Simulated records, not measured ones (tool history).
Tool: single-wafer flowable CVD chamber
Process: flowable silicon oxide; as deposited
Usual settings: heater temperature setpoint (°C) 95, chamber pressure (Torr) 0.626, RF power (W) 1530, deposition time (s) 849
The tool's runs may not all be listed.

run     day  heater temperature setpoint (°C)  chamber pressure (Torr)  RF power (W)  deposition time (s)  wafers since the last listed run  hours since the last thermocouple change  hours since the last RF generator calibration  hours since the last manometer calibration  hours since the showerhead was replaced  hours since the gauge calibration  read-back reference wafer on the same gauge, thickness_nm  mean film thickness on the monitor wafer (nm)
  1       0                                95                    0.626          1530                  961                                 0                                    2528.2                                         1595.9                                      2730.4                                   2390.5                              189.1                                                    356.811                                         441.22
  2   1.892                                95                    0.626          1530                  849                               147                                    2573.6                                         1641.3                                      2775.8                                   2435.9                              234.5                                                    356.056                                        389.436
  3   3.246                                95                    0.626          1530                  849                               105                                    2606.1                                         1673.8                                      2808.3                                   2468.4                                267                                                    356.697                                        392.322
  4   5.104                                95                    0.626          1705                  849                               144                                    2650.7                                         1718.4                                      2852.9                                     2513                              311.6                                                    356.403                                        405.907
  5   7.458                                95                    0.626          1705                  849                               183                                    2707.2                                         1774.9                                      2909.4                                   2569.5                              368.1                                                     357.22                                        398.459
  6  10.062                                95                    0.626          1705                  849                               202                                    2769.7                                         1837.4                                      2971.9                                     2632                              430.6                                                    357.678                                        395.902
  7   11.65                                95                    0.626          1530                  849                               123                                    2807.8                                         1875.5                                        3010                                   2670.1                              468.7                                                    356.848                                        381.296
     12.533  -- capacitance manometer re-zeroed and calibrated
     12.729  -- gauge calibrated
  8  13.154                               103                    0.626          1530                  849                                91                                    2843.9                                         1911.6                                        14.9                                   2706.2                               10.2                                                    357.655                                        313.097
  9  15.404                                95                    0.626          1530                  849                               175                                    2897.9                                         1965.6                                        68.9                                   2760.2                               64.2                                                    357.311                                        426.032
     20.775  -- thermocouple changed; heater temperature recalibrated
     20.933  -- RF generator calibrated
     22.388  -- showerhead replaced
 10  22.408                               100                    0.626          1530                  934                               481                                      39.2                                           35.4                                         237                                      0.5                              232.3                                                     357.53                                        386.581
 11  23.825                               109                    0.667          1530                  719                               110                                      73.2                                           69.4                                         271                                     34.5                              266.3                                                    357.594                                        229.509

The next listed run, before its measurement:
 12  26.017                                83                    0.626          1530                  923                               170                                     125.8                                            122                                       323.6                                     87.1                              318.9                                                          ?                                              ?

read-back reference wafer on the same gauge, thickness_nm: 357.407
mean film thickness on the monitor wafer (nm): 708.104
Without the tool's hidden state the same run would have given mean film thickness on the monitor wafer (nm) 706.697.

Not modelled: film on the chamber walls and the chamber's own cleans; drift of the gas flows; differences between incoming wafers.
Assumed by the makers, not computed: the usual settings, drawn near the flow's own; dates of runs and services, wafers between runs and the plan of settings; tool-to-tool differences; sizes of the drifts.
